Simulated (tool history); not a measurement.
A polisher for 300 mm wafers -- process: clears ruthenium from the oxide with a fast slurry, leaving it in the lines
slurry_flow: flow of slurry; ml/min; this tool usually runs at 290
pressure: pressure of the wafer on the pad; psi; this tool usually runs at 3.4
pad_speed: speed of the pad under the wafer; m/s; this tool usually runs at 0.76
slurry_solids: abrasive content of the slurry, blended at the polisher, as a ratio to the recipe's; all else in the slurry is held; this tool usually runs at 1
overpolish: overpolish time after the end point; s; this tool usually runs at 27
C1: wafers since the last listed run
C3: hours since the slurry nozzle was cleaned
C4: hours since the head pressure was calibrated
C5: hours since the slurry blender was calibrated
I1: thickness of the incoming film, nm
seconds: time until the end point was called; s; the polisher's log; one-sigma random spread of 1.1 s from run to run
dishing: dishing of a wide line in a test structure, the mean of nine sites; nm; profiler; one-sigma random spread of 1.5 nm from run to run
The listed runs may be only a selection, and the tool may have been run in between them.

{"run": 1, "hour": 0.0, "slurry_flow": 360, "pressure": 2.8, "pad_speed": 0.76, "slurry_solids": 1, "overpolish": 27, "C1": 0, "wafers polished on this pad": 1866, "C3": 65, "C4": 851.3, "C5": 105.2, "I1": 253.5, "seconds": 85.2, "dishing": 62.2}
{"run": 2, "hour": 48.8, "slurry_flow": 360, "pressure": 2.8, "pad_speed": 0.76, "slurry_solids": 1, "overpolish": 27, "C1": 541, "wafers polished on this pad": 2408, "C3": 113.8, "C4": 900.1, "C5": 154, "I1": 250.5, "seconds": 84.7, "dishing": 63}
{"hour": 85.2, "done": "worn pad replaced by a new one"}
{"run": 3, "hour": 85.6, "slurry_flow": 290, "pressure": 3.4, "pad_speed": 0.76, "slurry_solids": 1.2, "overpolish": 27, "C1": 364, "wafers polished on this pad": 3, "C3": 150.6, "C4": 936.9, "C5": 190.8, "I1": 248.9, "seconds": 65.9, "dishing": 72.6}
{"run": 4, "hour": 139.6, "slurry_flow": 290, "pressure": 3.4, "pad_speed": 0.76, "slurry_solids": 1.2, "overpolish": 27, "C1": 599, "wafers polished on this pad": 603, "C3": 204.6, "C4": 990.9, "C5": 244.8, "I1": 250.9, "seconds": 66.9, "dishing": 75.8}
{"run": 5, "hour": 190.9, "slurry_flow": 290, "pressure": 3.4, "pad_speed": 0.76, "slurry_solids": 1, "overpolish": 27, "C1": 569, "wafers polished on this pad": 1172, "C3": 255.9, "C4": 1042.2, "C5": 296.1, "I1": 251.8, "seconds": 74.4, "dishing": 67.7}
{"run": 6, "hour": 240.8, "slurry_flow": 290, "pressure": 3.4, "pad_speed": 0.76, "slurry_solids": 1, "overpolish": 27, "C1": 553, "wafers polished on this pad": 1726, "C3": 305.8, "C4": 1092.1, "C5": 346, "I1": 250.8, "seconds": 73.5, "dishing": 69.7}
{"run": 7, "hour": 285.0, "slurry_flow": 290, "pressure": 3.4, "pad_speed": 0.76, "slurry_solids": 1, "overpolish": 27, "C1": 490, "wafers polished on this pad": 2217, "C3": 350, "C4": 1136.3, "C5": 390.2, "I1": 251.1, "seconds": 75.1, "dishing": 69.3}
{"hour": 340.3, "done": "slurry blender recalibrated"}
{"run": 8, "hour": 348.9, "slurry_flow": 290, "pressure": 3.4, "pad_speed": 0.76, "slurry_solids": 0.8, "overpolish": 27, "C1": 687, "wafers polished on this pad": 2904, "C3": 413.9, "C4": 1200.2, "C5": 8.6, "I1": 251.7, "seconds": 84.3, "dishing": 62.6}
{"hour": 358.6, "done": "worn pad replaced by a new one"}
{"run": 9, "hour": 386.3, "slurry_flow": 290, "pressure": 3.4, "pad_speed": 0.76, "slurry_solids": 0.8, "overpolish": 27, "C1": 370, "wafers polished on this pad": 307, "C3": 451.3, "C4": 1237.6, "C5": 46, "I1": 249.8, "seconds": 84.3, "dishing": 63.2}
{"run": 10, "hour": 418.0, "slurry_flow": 290, "pressure": 3.4, "pad_speed": 0.68, "slurry_solids": 1, "overpolish": 27, "C1": 351, "wafers polished on this pad": 658, "C3": 483, "C4": 1269.3, "C5": 77.7, "I1": 250.2, "seconds": 78.8, "dishing": 64.4}
{"hour": 449.6, "done": "slurry nozzle cleaned"}
{"hour": 449.7, "done": "head pressure recalibrated"}
{"run": 11, "hour": 471.9, "slurry_flow": 290, "pressure": 3.4, "pad_speed": 0.76, "slurry_solids": 1, "overpolish": 27, "C1": 585, "wafers polished on this pad": 1244, "C3": 22.3, "C4": 22.2, "C5": 131.6, "I1": 247.5, "seconds": 69.3, "dishing": 72.9}
{"hour": 619.9, "done": "worn pad replaced by a new one"}
{"run": 12, "hour": 673.1, "slurry_flow": 370, "pressure": 3.4, "pad_speed": 0.76, "slurry_solids": 0.85, "overpolish": 27, "C1": 2188, "wafers polished on this pad": 590, "C3": 223.5, "C4": 223.4, "C5": 332.8, "I1": 250.9, "seconds": 80, "dishing": 64.7}
{"hour": 730.5, "done": "slurry blender recalibrated"}
{"run": 13, "hour": 744.0, "slurry_flow": 290, "pressure": 3.4, "pad_speed": 0.76, "slurry_solids": 0.8, "overpolish": 27, "C1": 764, "wafers polished on this pad": 1355, "C3": 294.4, "C4": 294.3, "C5": 13.5, "I1": 248.2, "seconds": 81.4, "dishing": 66.1}
{"run": 14, "hour": 806.7, "slurry_flow": 290, "pressure": 3.4, "pad_speed": 0.82, "slurry_solids": 1, "overpolish": 27, "C1": 695, "wafers polished on this pad": 2050, "C3": 357.1, "C4": 357, "C5": 76.2, "I1": 248.9, "seconds": 67.2, "dishing": 71.1}
{"hour": 868.9, "done": "worn pad replaced by a new one"}
{"run": 15, "hour": 988.1, "slurry_flow": 350, "pressure": 3.4, "pad_speed": 0.76, "slurry_solids": 0.9, "overpolish": 17, "C1": 1968, "wafers polished on this pad": 1323, "C3": 538.5, "C4": 538.4, "C5": 257.6, "I1": 251.3, "seconds": 75.6, "dishing": 43.9}
{"hour": 994.6, "done": "slurry nozzle cleaned"}
{"run": 16, "hour": 1029.7, "slurry_flow": 260, "pressure": 3.4, "pad_speed": 0.54, "slurry_solids": 1, "overpolish": 42, "C1": 450, "wafers polished on this pad": 1773, "C3": 35.1, "C4": 580, "C5": 299.2, "I1": 251.6, "seconds": 93.1, "dishing": 84.8}
{"run": 17, "hour": 1077.3, "slurry_flow": 215, "pressure": 2.7, "pad_speed": 0.76, "slurry_solids": 1.25, "overpolish": 27, "C1": 528, "wafers polished on this pad": 2302, "C3": 82.7, "C4": 627.6, "C5": 346.8, "I1": 250.7, "seconds": 82.4, "dishing": 61.1}
{"hour": 1124.4, "done": "worn pad replaced by a new one"}
{"run": 18, "hour": 1135.5, "slurry_flow": 290, "pressure": 3.4, "pad_speed": 0.76, "slurry_solids": 1, "overpolish": 27, "C1": 601, "wafers polished on this pad": 122, "C3": 140.9, "C4": 685.8, "C5": 405, "I1": 253.8, "seconds": 74.7, "dishing": 70.6}
{"hour": 1188.0, "done": "slurry blender recalibrated"}
{"run": 19, "hour": 1188.6, "slurry_flow": 290, "pressure": 3.4, "pad_speed": 0.68, "slurry_solids": 1, "overpolish": 27, "C1": 567, "wafers polished on this pad": 689, "C3": 194, "C4": 738.9, "C5": 0.6, "I1": 251.7, "seconds": 80.5, "dishing": 67}
{"run": 20, "hour": 1255.4, "slurry_flow": 290, "pressure": 3.4, "pad_speed": 0.98, "slurry_solids": 1.25, "overpolish": 27, "C1": 741, "wafers polished on this pad": 1431, "C3": 260.8, "C4": 805.7, "C5": 67.4, "I1": 250.6, "seconds": 54.9, "dishing": 86.9}
{"run": 21, "hour": 1322.4, "slurry_flow": 290, "pressure": 3.4, "pad_speed": 0.76, "slurry_solids": 1, "overpolish": 27, "C1": 743, "wafers polished on this pad": 2174, "C3": 327.8, "C4": 872.7, "C5": 134.4, "I1": 253.3, "seconds": 74, "dishing": 68.2}
{"run": 22, "hour": 1366.0, "slurry_flow": 200, "pressure": 2.5, "pad_speed": 0.76, "slurry_solids": 1, "overpolish": 27, "C1": 483, "wafers polished on this pad": 2658, "C3": 371.4, "C4": 916.3, "C5": 178, "I1": 249.1, "seconds": 111.5, "dishing": 48}

Describe how what the log doesn't record of the tool's condition differs between the last listed run preceding each entry between runs and the first listed run following it.
From run 2 to run 3: worn pad replaced by a new one (hour 85.2)
  slurry flow missing at the pad, %: 22.3 -> 26.5
  measured less the result without the state, seconds: +1.8 -> +2.2 s; dishing: -1.2 -> -2.1 nm
From run 7 to run 8: slurry blender recalibrated (hour 340.3)
  slurry flow missing at the pad, %: 38.4 -> 40
  measured less the result without the state, seconds: +4.3 -> +5.2 s; dishing: -3.4 -> -3.4 nm
From run 8 to run 9: worn pad replaced by a new one (hour 358.6)
  slurry flow missing at the pad, %: 40 -> 40.7
  measured less the result without the state, seconds: +5.2 -> +5.2 s; dishing: -3.4 -> -3.5 nm
From run 10 to run 11: slurry nozzle cleaned (hour 449.6); head pressure recalibrated (hour 449.7)
  slurry flow missing at the pad, %: 41.2 -> 6.47
  measured less the result without the state, seconds: +5 -> +0.4 s; dishing: -3.7 -> -0.3 nm
From run 11 to run 12: worn pad replaced by a new one (hour 619.9)
  slurry flow missing at the pad, %: 6.47 -> 32.4
  measured less the result without the state, seconds: +0.4 -> +2.8 s; dishing: -0.3 -> -2 nm
From run 12 to run 13: slurry blender recalibrated (hour 730.5)
  slurry flow missing at the pad, %: 32.4 -> 36.2
  measured less the result without the state, seconds: +2.8 -> +4.2 s; dishing: -2 -> -3.1 nm
From run 14 to run 15: worn pad replaced by a new one (hour 868.9)
  slurry flow missing at the pad, %: 38.4 -> 41.6
  measured less the result without the state, seconds: +3.8 -> +4.1 s; dishing: -3.5 -> -2.2 nm
From run 15 to run 16: slurry nozzle cleaned (hour 994.6)
  slurry flow missing at the pad, %: 41.6 -> 12.2
  measured less the result without the state, seconds: +4.1 -> +1.4 s; dishing: -2.2 -> -1 nm
From run 17 to run 18: worn pad replaced by a new one (hour 1124.4)
  slurry flow missing at the pad, %: 20.8 -> 28.4
  measured less the result without the state, seconds: +2.6 -> +2.7 s; dishing: -1.7 -> -2.2 nm
From run 18 to run 19: slurry blender recalibrated (hour 1188)
  slurry flow missing at the pad, %: 28.4 -> 33.3
  measured less the result without the state, seconds: +2.7 -> +3.7 s; dishing: -2.2 -> -2.7 nm
